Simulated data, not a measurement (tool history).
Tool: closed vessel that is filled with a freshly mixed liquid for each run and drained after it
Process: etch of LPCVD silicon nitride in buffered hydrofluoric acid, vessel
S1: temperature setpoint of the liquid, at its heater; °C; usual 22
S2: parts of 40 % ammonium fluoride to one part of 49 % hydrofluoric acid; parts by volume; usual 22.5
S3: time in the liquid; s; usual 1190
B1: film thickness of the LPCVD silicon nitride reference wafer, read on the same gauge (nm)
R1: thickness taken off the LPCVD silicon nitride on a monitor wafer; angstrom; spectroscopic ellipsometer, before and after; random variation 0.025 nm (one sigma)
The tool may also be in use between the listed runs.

run,hour,S1,S2,S3,B1,R1
1,0,22,22.5,1190,50.05,66.4
2,29.5,22,22.5,1190,49.99,66.5
3,94.2,22,22.5,1190,49.94,66.2
4,127.6,22,22.5,1190,49.97,66.2
5,314.1,22,22.5,1190,50.01,65.7
6,381.1,22,26,1190,50.03,59.6
7,440.6,22,22.5,1190,49.98,70.3
8,496.7,22,28,1190,50.03,60.5
9,527,22,28,1190,50.01,60.4
10,572.3,22,22.5,1190,50,70.3
11,643.2,22,28.5,1190,49.99,59.8
12,713.5,22,28.5,1190,49.99,59.4
13,768.2,25.5,22.5,1190,50.03,84.3
14,837.1,22,19.5,640,50.01,41.8
15,884.2,22,18,1575,49.98,111.4
16,946.6,20,22.5,1190,50.05,62.2
17,1010.6,23.5,29,1885,49.98,100.6
18,1071.6,24,28.5,1735,49.96,95.5
19,1131.1,19.5,22.5,520,50.01,26.3
20,1158.6,24,28.5,1190,49.99,65.8
21,1187.1,25,22.5,545,49.96,37.5
22,1214,18.5,28.5,940,49.99,38.3
23,1240.2,23.5,29,1885,50.03,99.9
24,1274.4,22,22.5,1380,49.98,79.4
25,1313.6,22,22.5,1190,50.04,69.1

Not shown: 4 entries that the log had between the listed runs. Between which runs, and how does the tool's hidden state differ before and after?
Between runs 4 and 5: gauge calibrated (hour 170.6)
  liquid colder than its thermometer reads (K): 1.22 -> 1.31
  measured less the result without the state, R1: -4.7 -> -5 angstrom
Between runs 6 and 7: thermometer replaced (hour 429.7)
  liquid colder than its thermometer reads (K): 1.34 -> 0.0707
  measured less the result without the state, R1: -4.6 -> -0.2 angstrom
Between runs 14 and 15: hydrofluoric acid flow meter replaced (hour 880.6)
  liquid colder than its thermometer reads (K): 0.258 -> 0.281
  measured less the result without the state, R1: -0.6 -> -1.7 angstrom
Between runs 16 and 17: gauge calibrated (hour 980.8)
  liquid colder than its thermometer reads (K): 0.31 -> 0.34
  measured less the result without the state, R1: -1.1 -> -1.9 angstrom

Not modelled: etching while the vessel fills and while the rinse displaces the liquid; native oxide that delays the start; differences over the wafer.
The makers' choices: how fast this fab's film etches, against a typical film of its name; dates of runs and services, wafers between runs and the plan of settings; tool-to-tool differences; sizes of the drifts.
